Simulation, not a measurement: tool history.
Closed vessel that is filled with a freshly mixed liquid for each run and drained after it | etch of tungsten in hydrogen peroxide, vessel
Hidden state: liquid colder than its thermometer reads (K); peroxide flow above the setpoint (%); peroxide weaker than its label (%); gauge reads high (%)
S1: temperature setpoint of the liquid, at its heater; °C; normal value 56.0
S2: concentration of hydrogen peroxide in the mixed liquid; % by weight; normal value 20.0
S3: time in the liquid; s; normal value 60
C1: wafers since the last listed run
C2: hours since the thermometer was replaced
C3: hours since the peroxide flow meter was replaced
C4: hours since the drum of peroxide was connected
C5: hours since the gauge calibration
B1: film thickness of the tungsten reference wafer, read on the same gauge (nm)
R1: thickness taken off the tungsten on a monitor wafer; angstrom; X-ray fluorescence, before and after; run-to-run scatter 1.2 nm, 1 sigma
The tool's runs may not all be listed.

run   hour    S1    S2  S3    C1      C2      C3     C4     C5     B1      R1
  1    0.0  56.0  16.5  60     0  1108.4  1642.7  414.7   36.0  29.97  1777.1
  2    9.8  56.0  16.5  60  1355  1118.2  1652.5  424.5   45.8  30.03  1763.5
  3   20.4  56.0  16.5  60  1465  1128.8  1663.1  435.1   56.4  29.97  1755.5
  4   34.6  60.0  20.0  60  1963  1143.0  1677.3  449.3   70.6  30.05  2465.7
  5   40.8  60.0  20.0  60   857  1149.2  1683.5  455.5   76.8  30.00  2447.9
  6   53.8  56.0  17.5  60  1797  1162.2  1696.5  468.5   89.8  30.01  1814.5
  7   60.8  56.0  20.0  60   967  1169.2  1703.5  475.5   96.8  30.02  1953.5
      70.1  -- thermometer replaced
  8   76.3  56.0  20.0  60  2005     6.2  1719.0  491.0  112.3  30.02  2212.9
      87.2  -- peroxide flow meter replaced
  9   87.6  56.0  20.0  50  1424    17.5     0.4  502.3  123.6  30.04  1832.0
 10   96.9  56.0  20.0  60  1285    26.8     9.7  511.6  132.9  30.03  2213.2
 11  106.9  56.0  20.0  60  1382    36.8    19.7  521.6  142.9  30.01  2192.2
     116.2  -- gauge calibrated
     119.4  -- new drum of peroxide connected
 12  122.4  56.0  18.0  60  2005    52.3    35.2    3.0    6.2  30.01  2094.9
 13  135.2  56.0  20.0  90  1769    65.1    48.0   15.8   19.0  30.03  3297.9
 14  147.8  49.0  24.0  30  1742    77.7    60.6   28.4   31.6  30.01   785.7
 15  157.4  60.0  20.0  60  1327    87.3    70.2   38.0   41.2  30.00  2776.4
 16  171.3  62.5  22.5  60  1922   101.2    84.1   51.9   55.1  30.00  3409.0
 17  178.0  48.5  15.5  45   926   107.9    90.8   58.6   61.8  30.01   918.1
 18  194.4  56.0  15.0  70  2267   124.3   107.2   75.0   78.2  30.03  2205.8

Exercise: give the hidden state of the tool at every run:
peroxide flow above the setpoint (%): 0, the same for each run
peroxide weaker than its label (%): 0, the same for each run
gauge reads high (%): 0, the same for each run
H1: liquid colder than its thermometer reads (K)
run     H1
  1   2.54
  2   2.56
  3   2.59
  4   2.62
  5   2.63
  6   2.66
  7   2.68
  8  0.459
  9  0.484
 10  0.505
 11  0.527
 12  0.561
 13  0.589
 14  0.617
 15  0.638
 16  0.669
 17  0.684
 18   0.72

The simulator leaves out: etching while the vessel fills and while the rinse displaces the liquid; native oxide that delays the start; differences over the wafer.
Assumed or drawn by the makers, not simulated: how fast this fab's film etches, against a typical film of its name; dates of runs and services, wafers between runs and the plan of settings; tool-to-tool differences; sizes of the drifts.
